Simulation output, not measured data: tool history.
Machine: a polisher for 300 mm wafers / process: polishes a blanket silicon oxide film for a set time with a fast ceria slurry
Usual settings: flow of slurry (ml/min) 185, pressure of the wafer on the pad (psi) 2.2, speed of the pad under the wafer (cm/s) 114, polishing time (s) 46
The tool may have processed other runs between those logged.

run    hour  flow of slurry (ml/min)  pressure of the wafer on the pad (psi)  speed of the pad under the wafer (cm/s)  polishing time (s)  wafers since the last listed run  wafers polished on this pad  hours since the slurry nozzle was cleaned  hours since the head pressure was calibrated  incoming thickness of the incoming film, nm  film removed (nm)
  1     0.0                      185                                     2.2                                       90                  46                                 0                          233                                      328.0                                         506.8                                       1920.3              469.5
  2    64.0                      185                                     2.2                                       90                  46                               577                          811                                      392.0                                         570.8                                       1913.3              457.4
  3   123.3                      185                                     2.2                                      114                  46                               535                         1346                                      451.3                                         630.1                                       1878.6              551.4
  4   174.4                      185                                     2.2                                      114                  46                               461                         1808                                      502.4                                         681.2                                       1898.1              537.8
      185.3  -- slurry nozzle cleaned
  5   207.1                      185                                     2.2                                      114                  46                               286                         2094                                       21.8                                         713.9                                       1886.0              524.2
      238.2  -- worn pad replaced by a new one
  6   262.2                      185                                     2.2                                      114                  57                               461                          216                                       76.9                                         769.0                                       1915.6              708.5
  7   300.8                      185                                     2.2                                      114                  57                               348                          565                                      115.5                                         807.6                                       1887.0              690.2
  8   360.3                      185                                     2.2                                      114                  57                               537                         1102                                      175.0                                         867.1                                       1898.5              685.1
  9   421.1                      185                                     2.2                                      114                  46                               548                         1651                                      235.8                                         927.9                                       1893.9              535.1
 10   485.5                      185                                     2.2                                      114                  46                               581                         2232                                      300.2                                         992.3                                       1897.6              515.5
      495.2  -- worn pad replaced by a new one
 11   521.6                      185                                     2.2                                      114                  39                               289                          237                                      336.3                                        1028.4                                       1875.5              479.0
 12   549.9                      185                                     2.2                                      114                  39                               255                          493                                      364.6                                        1056.7                                       1876.1              473.5
 13   585.7                      185                                     1.9                                      114                  46                               323                          816                                      400.4                                        1092.5                                       1935.1              474.9
 14   631.3                      185                                     2.2                                      114                  46                               411                         1228                                      446.0                                        1138.1                                       1933.3              545.7
 15   701.5                      185                                     1.9                                      114                  46                               633                         1862                                      516.2                                        1208.3                                       1883.8              456.7
      725.2  -- worn pad replaced by a new one
 16   733.8                      185                                     2.2                                      114                  46                               255                           77                                      548.5                                        1240.6                                       1894.2              562.0
      748.8  -- slurry nozzle cleaned
 17   794.1                      185                                     1.9                                      114                  59                               535                          613                                       45.3                                        1300.9                                       1869.0              617.7
 18   835.7                      215                                     2.8                                      114                  39                               375                          988                                       86.9                                        1342.5                                       1896.4              608.5
      844.0  -- head pressure recalibrated
 19   860.5                      185                                     2.2                                      126                  59                               205                         1194                                      111.7                                          16.5                                       1900.2              759.0
 20   915.3                      125                                     2.2                                      130                  61                               494                         1689                                      166.5                                          71.3                                       1873.1              743.8
      943.1  -- worn pad replaced by a new one
 21   971.7                      185                                     1.5                                      114                  46                               473                          258                                      222.9                                         127.7                                       1907.5              381.7
 22  1043.3                      185                                     2.2                                      150                  59                               646                          905                                      294.5                                         199.3                                       1911.9              909.4
 23  1101.6                      135                                     2.5                                      130                  59                               526                         1431                                      352.8                                         257.6                                       1867.6              838.8
     1157.6  -- worn pad replaced by a new one
 24  1159.6                      185                                     2.2                                      114                  46                               487                           17                                      410.8                                         315.6                                       1900.8              563.3
 25  1196.6                      245                                     2.7                                      152                  46                               334                          352                                      447.8                                         352.6                                       1888.8              919.8
 26  1227.9                      135                                     2.2                                      150                  58                               282                          634                                      479.1                                         383.9                                       1912.6              868.6

Each row is a separate what-if for the run after 26, all from the same tool condition, not one after another. Results?
  A  1228.3                      185                                     2.2                                      114                  46                                 3                          638                                      479.5                                         384.3                                       1905.4                  ?
  B  1228.3                      185                                     2.6                                       80                  40                                 3                          638                                      479.5                                         384.3                                       1905.4                  ?
  C  1228.3                      185                                     2.2                                      130                  58                                 3                          638                                      479.5                                         384.3                                       1905.4                  ?

run  film removed (nm)
  A              565.1
  B              428.7
  C              800.4
What these runs would have given with no unlogged condition in the tool:
run  film removed (nm)
  A              575.3
  B              436.4
  C              814.8
